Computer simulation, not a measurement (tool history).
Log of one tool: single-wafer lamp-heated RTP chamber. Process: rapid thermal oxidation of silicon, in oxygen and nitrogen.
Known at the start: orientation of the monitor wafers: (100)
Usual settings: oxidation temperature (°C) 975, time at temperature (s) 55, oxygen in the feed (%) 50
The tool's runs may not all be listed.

run	hour	oxidation temperature (°C)	time at temperature (s)	oxygen in the feed (%)	wafers since the last listed run	wafers since the last pyrometer calibration	hours since the oxygen flow controller was replaced	hours since the gauge calibration	read-back reference wafer on the same gauge, thickness	oxide thickness on the monitor wafer (angstrom)
1	0	975	55	50	0	3185	4692.9	180	3.768	38.15
2	7.4	975	55	50	50	3235	4700.3	187.4	3.761	37.59
3	20	975	55	50	85	3320	4712.9	200	3.762	37.67
4	34.4	975	55	50	97	3418	4727.3	214.4	3.771	37.91
5	47.1	975	65	50	86	3504	4740	227.1	3.776	40.19
6	53.6	975	65	50	44	3548	4746.5	233.6	3.768	40.35
7	62.9	975	65	50	63	3611	4755.8	242.9	3.766	40.27
8	74.5	975	55	50	78	3690	4767.4	254.5	3.77	37.68
9	84.3	975	55	50	66	3756	4777.2	264.3	3.77	37.83
10	90.7	975	55	50	43	3800	4783.6	270.7	3.764	38.14
# hour 92.2: gauge calibrated
11	99.1	975	55	50	56	3857	4792	6.9	3.763	37.79
12	131.7	975	55	50	221	4078	4824.6	39.5	3.77	37.76
13	139.4	975	55	50	52	4130	4832.3	47.2	3.774	37.63
14	152.8	975	55	50	90	4221	4845.7	60.6	3.774	37.69
15	169.6	975	55	50	113	4335	4862.5	77.4	3.768	37.95
16	177.4	975	55	50	52	4388	4870.3	85.2	3.77	37.75
17	191.8	975	74	50	97	4486	4884.7	99.6	3.764	42.16
18	201.1	975	55	50	63	4549	4894	108.9	3.774	37.97
# hour 222.1: oxygen flow controller replaced
19	222.6	994	77	20	91	4640	0.5	130.4	3.765	36.76
20	245.5	975	55	50	155	4796	23.4	153.3	3.765	37.72
21	254.1	975	55	50	58	4854	32	161.9	3.768	37.85
22	268.8	947	68	50	99	4954	46.7	176.6	3.769	34.53
23	282.6	975	55	50	93	5047	60.5	190.4	3.765	37.89
24	294	999	73	79	77	5124	71.9	201.8	3.772	58.98
25	306	975	45	50	81	5206	83.9	213.8	3.767	34.98
26	314.2	975	75	50	55	5262	92.1	222	3.77	42.75
# hour 323.5: pyrometer window cleaned and pyrometer calibrated
27	324	962	76	61	12	3	101.9	231.8	3.774	41.91
28	329.2	975	55	50	35	38	107.1	237	3.767	37.49
29	337.4	947	33	50	55	94	115.3	245.2	3.767	27.52
30	344	997	45	42	44	139	121.9	251.8	3.769	38.4
31	361.9	959	44	31	121	260	139.8	269.7	3.771	28.48
# hour 371.2: gauge calibrated
32	376.1	965	55	50	96	356	154	4.9	3.778	35.48
33	389.7	991	42	25	92	449	167.6	18.5	3.772	31.41
34	400.2	975	55	50	71	520	178.1	29	3.765	37.7
35	406.6	991	29	27	43	563	184.5	35.4	3.767	28.41
36	421.2	964	55	50	99	662	199.1	50	3.763	35.3
37	463.8	975	55	50	288	951	241.7	92.6	3.765	38
38	479.3	975	55	50	105	1056	257.2	108.1	3.765	38.24
39	488.1	975	41	62	59	1116	266	116.9	3.771	35.89

3 ways to go on from here, each from the tool as it stands after run 39. What would each give?
A	488.5	975	55	50	2	1119	266.4	117.3	?	?
B	488.5	975	36	50	2	1119	266.4	117.3	?	?
C	488.5	975	70	50	2	1119	266.4	117.3	?	?

run	read-back reference wafer on the same gauge, thickness	oxide thickness on the monitor wafer (angstrom)
A	3.766	37.88
B	3.766	32.49
C	3.766	41.65
Without the tool's hidden state the same runs would have given:
run	oxide thickness on the monitor wafer (angstrom)
A	37.88
B	32.49
C	41.65
